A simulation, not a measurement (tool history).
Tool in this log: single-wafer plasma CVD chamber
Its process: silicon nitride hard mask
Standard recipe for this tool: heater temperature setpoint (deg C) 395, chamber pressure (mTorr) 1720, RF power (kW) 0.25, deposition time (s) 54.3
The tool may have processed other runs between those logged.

| run | hour | heater temperature setpoint (deg C) | chamber pressure (mTorr) | RF power (kW) | deposition time (s) | wafers since the last listed run | hours since the last thermocouple change | hours since the last RF generator calibration | hours since the last manometer calibration | hours since the showerhead was replaced | hours since the gauge calibration | read-back reference wafer on the same gauge, thickness_nm | mean film thickness on the monitor wafer (angstrom) |
|---|---|---|---|---|---|---|---|---|---|---|---|---|---|
| 1 | 0 | 395 | 1720 | 0.25 | 54.3 | 0 | 2139.1 | 2206.3 | 2401.4 | 3911.6 | 475.9 | 59.01 | 600.18 |
|  | 6.2 | gauge calibrated |
| 2 | 62.9 | 395 | 1860 | 0.25 | 54.3 | 1643 | 2202 | 2269.2 | 2464.3 | 3974.5 | 56.7 | 59.095 | 610.32 |
| 3 | 112.2 | 395 | 1460 | 0.25 | 54.3 | 1287 | 2251.3 | 2318.5 | 2513.6 | 4023.8 | 106 | 59.008 | 569.18 |
| 4 | 158.1 | 395 | 1720 | 0.25 | 54.3 | 1198 | 2297.2 | 2364.4 | 2559.5 | 4069.7 | 151.9 | 59.046 | 595.53 |
| 5 | 305.1 | 395 | 1720 | 0.25 | 54.3 | 3839 | 2444.2 | 2511.4 | 2706.5 | 4216.7 | 298.9 | 59.08 | 591.74 |
|  | 336.5 | thermocouple changed; heater temperature recalibrated |
| 6 | 373.5 | 395 | 1720 | 0.25 | 54.3 | 1577 | 37 | 2579.8 | 2774.9 | 4285.1 | 367.3 | 59.028 | 592.27 |
| 7 | 437.9 | 395 | 1720 | 0.25 | 54.3 | 1682 | 101.4 | 2644.2 | 2839.3 | 4349.5 | 431.7 | 58.962 | 589.55 |
|  | 452.7 | showerhead replaced |
|  | 454.5 | capacitance manometer re-zeroed and calibrated |
| 8 | 476.8 | 395 | 1720 | 0.25 | 54.3 | 758 | 140.3 | 2683.1 | 22.3 | 24.1 | 470.6 | 58.993 | 587 |
| 9 | 504.6 | 395 | 1440 | 0.235 | 54.3 | 726 | 168.1 | 2710.9 | 50.1 | 51.9 | 498.4 | 58.982 | 540.41 |
|  | 521.2 | RF generator calibrated |
|  | 548.7 | gauge calibrated |
| 10 | 572.4 | 395 | 1720 | 0.25 | 64.5 | 1562 | 235.9 | 51.2 | 117.9 | 119.7 | 23.7 | 59.039 | 733.41 |
| 11 | 607.2 | 395 | 1720 | 0.25 | 54.3 | 909 | 270.7 | 86 | 152.7 | 154.5 | 58.5 | 58.994 | 620.16 |
| 12 | 646.1 | 395 | 1720 | 0.205 | 60.1 | 1016 | 309.6 | 124.9 | 191.6 | 193.4 | 97.4 | 59.043 | 619.62 |
| 13 | 712.2 | 395 | 1720 | 0.25 | 54.3 | 1726 | 375.7 | 191 | 257.7 | 259.5 | 163.5 | 59.001 | 618.45 |
| 14 | 772.7 | 405 | 1470 | 0.27 | 58.6 | 1580 | 436.2 | 251.5 | 318.2 | 320 | 224 | 58.997 | 662.23 |
| 15 | 844.2 | 395 | 1720 | 0.25 | 47.2 | 1867 | 507.7 | 323 | 389.7 | 391.5 | 295.5 | 59.006 | 536.13 |
| 16 | 900.4 | 401 | 1390 | 0.265 | 64.4 | 1468 | 563.9 | 379.2 | 445.9 | 447.7 | 351.7 | 58.958 | 705.86 |

Below are 5 alternative next runs, each starting from the tool's condition after run 16. Predict each:
| A | 900.8 | 395 | 1910 | 0.25 | 54.3 | 10 | 564.3 | 379.6 | 446.3 | 448.1 | 352.1 | ? | ? |
| B | 900.8 | 395 | 1890 | 0.25 | 60.8 | 10 | 564.3 | 379.6 | 446.3 | 448.1 | 352.1 | ? | ? |
| C | 900.8 | 395 | 2080 | 0.25 | 54.3 | 10 | 564.3 | 379.6 | 446.3 | 448.1 | 352.1 | ? | ? |
| D | 900.8 | 395 | 1720 | 0.225 | 50.4 | 10 | 564.3 | 379.6 | 446.3 | 448.1 | 352.1 | ? | ? |
| E | 900.8 | 395 | 1720 | 0.27 | 47.6 | 10 | 564.3 | 379.6 | 446.3 | 448.1 | 352.1 | ? | ? |

| run | read-back reference wafer on the same gauge, thickness_nm | mean film thickness on the monitor wafer (angstrom) |
|---|---|---|
| A | 59.015 | 633.99 |
| B | 59.015 | 707.73 |
| C | 59.015 | 647.96 |
| D | 59.015 | 544.64 |
| E | 59.015 | 560.9 |
The same runs, with their run-to-run variation unchanged, on a tool lacking any hidden condition would have given:
| run | mean film thickness on the monitor wafer (angstrom) |
|---|---|
| A | 636.3 |
| B | 710.32 |
| C | 650.33 |
| D | 546.62 |
| E | 562.95 |
